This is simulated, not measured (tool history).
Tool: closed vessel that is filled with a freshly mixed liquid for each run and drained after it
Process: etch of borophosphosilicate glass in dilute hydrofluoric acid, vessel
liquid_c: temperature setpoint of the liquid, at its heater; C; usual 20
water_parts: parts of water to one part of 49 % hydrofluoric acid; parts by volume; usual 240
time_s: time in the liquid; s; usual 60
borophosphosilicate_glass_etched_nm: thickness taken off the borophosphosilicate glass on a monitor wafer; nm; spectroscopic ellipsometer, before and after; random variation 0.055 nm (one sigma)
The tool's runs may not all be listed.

run,hour,liquid_c,water_parts,time_s,wafers since the last listed run,hours since the thermometer was replaced,hours since the hydrofluoric acid flow meter was replaced,hours since the gauge calibration,"read-back film thickness of the borophosphosilicate glass reference wafer, read on the same gauge (nm)",borophosphosilicate_glass_etched_nm
1,0,21,240,60,0,2296,1005.4,372.5,129.99,6.97
# hour 5.5: gauge calibrated
2,17.4,21,240,60,2274,2313.4,1022.8,11.9,130.03,6.96
3,45.1,21,240,60,3620,2341.1,1050.5,39.6,129.98,6.91
4,77.3,20,240,60,4208,2373.3,1082.7,71.8,130.02,6.77
5,107.6,20,240,60,3960,2403.6,1113,102.1,130.01,6.71
6,142.2,20,240,60,4522,2438.2,1147.6,136.7,130,6.72
7,155.6,20,240,60,1751,2451.6,1161,150.1,129.96,6.69
8,185.3,20,240,60,3881,2481.3,1190.7,179.8,129.98,6.72
9,210.2,20,240,60,3254,2506.2,1215.6,204.7,129.94,6.69
10,224,20,240,60,1803,2520,1229.4,218.5,130.02,6.72
11,243.2,20,240,60,2509,2539.2,1248.6,237.7,130,6.82
12,270.5,23.5,240,60,3568,2566.5,1275.9,265,130.01,7.59
13,301.9,22.5,240,90,4103,2597.9,1307.3,296.4,129.97,10.95
# hour 322: hydrofluoric acid flow meter replaced
14,322.3,20,240,60,2535,2618.3,0.3,316.8,130.05,6.8
15,355.7,20,195,60,4365,2651.7,33.7,350.2,130,8.49
# hour 359.7: thermometer replaced
16,377.7,20,185,60,2744,18,55.7,372.2,130,9.21
# hour 387.1: gauge calibrated
17,403.5,17,240,40,3371,43.8,81.5,16.4,130,3.95
18,438.7,20,350,60,4600,79,116.7,51.6,129.98,4.16
19,474,17,240,60,4613,114.3,152,86.9,129.96,6.03
20,507.4,20,240,60,4365,147.7,185.4,120.3,129.99,6.73
21,523.7,23,240,50,2130,164,201.7,136.6,130.04,6.23
22,546,17,145,90,2914,186.3,224,158.9,129.95,16.13

Forecast each of these 4 alternatives for the next run:
A,546.7,20,240,35,91,187,224.7,159.6,?,?
B,546.7,20,200,35,91,187,224.7,159.6,?,?
C,546.7,17.5,240,40,91,187,224.7,159.6,?,?
D,546.7,24.5,350,60,91,187,224.7,159.6,?,?

run,"read-back film thickness of the borophosphosilicate glass reference wafer, read on the same gauge (nm)",borophosphosilicate_glass_etched_nm
A,130.02,3.88
B,130.02,4.84
C,130.02,4.03
D,130.02,4.83
Without the tool's hidden state the same runs would have given:
run,borophosphosilicate_glass_etched_nm
A,3.88
B,4.84
C,4.03
D,4.83
